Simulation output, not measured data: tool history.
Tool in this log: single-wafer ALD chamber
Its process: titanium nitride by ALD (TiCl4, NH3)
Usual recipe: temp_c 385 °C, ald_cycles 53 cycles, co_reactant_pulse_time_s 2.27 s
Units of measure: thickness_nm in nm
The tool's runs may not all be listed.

| run | hour | temp_c | ald_cycles | co_reactant_pulse_time_s | read-back reference wafer on the same gauge, thickness_nm | thickness_nm |
|---|---|---|---|---|---|---|
| 1 | 0 | 385 | 53 | 2.27 | 1.204 | 1.142 |
| 2 | 33.1 | 385 | 53 | 2.27 | 1.205 | 1.138 |
| 3 | 61.1 | 385 | 53 | 2.27 | 1.207 | 1.144 |
| 4 | 95.9 | 385 | 53 | 2.27 | 1.209 | 1.15 |
| 5 | 145.5 | 395 | 53 | 1.97 | 1.212 | 1.15 |
| 6 | 174.5 | 395 | 53 | 1.97 | 1.214 | 1.159 |
| 7 | 225.4 | 395 | 53 | 1.97 | 1.216 | 1.152 |
| 8 | 251.1 | 385 | 53 | 2.27 | 1.216 | 1.151 |
| 9 | 286.7 | 385 | 53 | 2.27 | 1.218 | 1.151 |
| 10 | 333.4 | 385 | 53 | 2.27 | 1.222 | 1.154 |
| 11 | 379.4 | 385 | 53 | 2.27 | 1.222 | 1.155 |
| 12 | 449.3 | 385 | 53 | 2.27 | 1.227 | 1.152 |
| 13 | 477.7 | 385 | 53 | 2.27 | 1.228 | 1.151 |
| 14 | 521.2 | 385 | 60 | 2.85 | 1.229 | 1.337 |
| 15 | 567.9 | 385 | 50 | 2.27 | 1.232 | 1.094 |
| 16 | 605.1 | 394 | 44 | 2.27 | 1.2 | 0.948 |
| 17 | 655.8 | 373 | 62 | 1.58 | 1.202 | 1.293 |
| 18 | 680.7 | 372 | 44 | 2.02 | 1.202 | 0.929 |
| 19 | 750.3 | 395 | 53 | 1.97 | 1.207 | 1.139 |
| 20 | 875.4 | 375 | 49 | 1.81 | 1.213 | 1.043 |
| 21 | 938.3 | 372 | 59 | 2.65 | 1.217 | 1.265 |
| 22 | 1010.7 | 395 | 53 | 1.97 | 1.22 | 1.153 |
| 23 | 1036.4 | 389 | 57 | 3.14 | 1.22 | 1.256 |
| 24 | 1075.1 | 385 | 57 | 1.67 | 1.222 | 1.224 |
| 25 | 1138.9 | 373 | 62 | 1.58 | 1.227 | 1.31 |
| 26 | 1185.7 | 385 | 53 | 2.69 | 1.229 | 1.171 |
| 27 | 1237.5 | 391 | 59 | 1.96 | 1.23 | 1.288 |
| 28 | 1269.5 | 372 | 56 | 1.39 | 1.234 | 1.178 |

Between the runs listed above, the log contained 3 entries, not reproduced here. Where in the sequence does each belong, and how does what the log doesn't record of the tool's condition differ from the listed run before to the listed run after?
In the gap between runs 15 and 16: gauge calibrated (hour 588)
  gauge reads high (%): 2.62 -> 0.0303
  measured minus no-state result, thickness_nm: +0.028 -> +0 nm
In the gap between runs 19 and 20: showerhead replaced (hour 776.6); thermocouple changed; heater temperature recalibrated (hour 874)
  gauge reads high (%): 0.611 -> 1.11
  measured minus no-state result, thickness_nm: +0.007 -> +0.012 nm
